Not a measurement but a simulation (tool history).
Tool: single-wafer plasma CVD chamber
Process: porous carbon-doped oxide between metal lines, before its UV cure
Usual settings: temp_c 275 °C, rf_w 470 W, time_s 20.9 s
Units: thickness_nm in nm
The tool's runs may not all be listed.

run,hour,temp_c,rf_w,time_s,wafers since the last listed run,hours since the last thermocouple change,hours since the last RF generator calibration,hours since the showerhead was replaced,hours since the gauge calibration,"read-back reference wafer on the same gauge, thickness_nm",thickness_nm
1,0,275,470,20.9,0,1526.7,1481.1,7560.7,24.2,118.04,134.498
2,10.9,275,470,20.9,220,1537.6,1492,7571.6,35.1,117.782,134.855
3,26.5,285,470,20.9,315,1553.2,1507.6,7587.2,50.7,117.995,125.504
4,34,285,470,20.9,151,1560.7,1515.1,7594.7,58.2,118.156,126.049
5,48.7,285,470,20.9,297,1575.4,1529.8,7609.4,72.9,117.96,125.13
6,65.8,275,445,20.9,345,1592.5,1546.9,7626.5,90,118.004,130.809
7,74.1,275,445,20.9,167,1600.8,1555.2,7634.8,98.3,118.147,131.498
8,86,275,445,20.9,240,1612.7,1567.1,7646.7,110.2,118.004,131.32

Run 9 comes next. What will it give?
9,92,275,470,20.9,121,1618.7,1573.1,7652.7,116.2,?,?

{"run 9": {"read-back reference wafer on the same gauge, thickness_nm": 118.053, "thickness_nm": 133.808}}
Without the tool's hidden state the same run would have given thickness_nm 133.808 nm.
